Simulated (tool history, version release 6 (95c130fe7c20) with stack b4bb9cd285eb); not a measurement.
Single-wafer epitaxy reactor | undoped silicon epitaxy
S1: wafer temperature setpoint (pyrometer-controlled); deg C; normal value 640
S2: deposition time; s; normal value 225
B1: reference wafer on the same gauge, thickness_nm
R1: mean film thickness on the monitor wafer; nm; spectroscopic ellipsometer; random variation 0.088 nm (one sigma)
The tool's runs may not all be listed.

| run | hour | S1 | S2 | B1 | R1 |
|---|---|---|---|---|---|
| 1 | 0 | 640 | 225 | 34.113 | 28.752 |
| 2 | 73 | 640 | 225 | 34.093 | 28.644 |
| 3 | 142 | 640 | 225 | 34.084 | 28.744 |
| 4 | 226.9 | 640 | 225 | 34.112 | 28.627 |
| 5 | 286 | 640 | 204 | 34.072 | 26.069 |
| 6 | 348.1 | 640 | 204 | 34.102 | 25.968 |
| 7 | 400.2 | 640 | 225 | 34.111 | 28.64 |
| 8 | 442 | 640 | 225 | 34.112 | 28.719 |
| 9 | 489.4 | 633 | 225 | 34.113 | 24.292 |
| 10 | 552.2 | 652 | 260 | 34.079 | 43.571 |
|  | 618.3 | pyrometer calibrated |
| 11 | 633.3 | 640 | 225 | 34.116 | 30.574 |
|  | 657.9 | gauge calibrated |
| 12 | 680.5 | 640 | 204 | 34.107 | 27.499 |
| 13 | 765.6 | 627 | 245 | 34.076 | 24.205 |
| 14 | 857.3 | 650 | 225 | 34.095 | 37.821 |
| 15 | 893.8 | 640 | 225 | 34.076 | 29.942 |
| 16 | 943.3 | 640 | 225 | 34.094 | 29.946 |
| 17 | 1017.3 | 640 | 194 | 34.089 | 25.724 |
| 18 | 1103.8 | 627 | 211 | 34.123 | 20.469 |
| 19 | 1182.4 | 646 | 208 | 34.063 | 31.401 |

What if the next run were any one of these 4? Each begins from the tool's condition after run 19:
| A | 1182.9 | 644 | 225 | ? | ? |
| B | 1182.9 | 633 | 198 | ? | ? |
| C | 1182.9 | 629 | 269 | ? | ? |
| D | 1182.9 | 640 | 270 | ? | ? |

| run | B1 | R1 |
|---|---|---|
| A | 34.075 | 32.52 |
| B | 34.075 | 22.113 |
| C | 34.075 | 27.309 |
| D | 34.075 | 35.558 |
What these runs would have given with no unlogged condition in the tool:
| run | R1 |
|---|---|
| A | 33.791 |
| B | 23 |
| C | 28.414 |
| D | 36.96 |
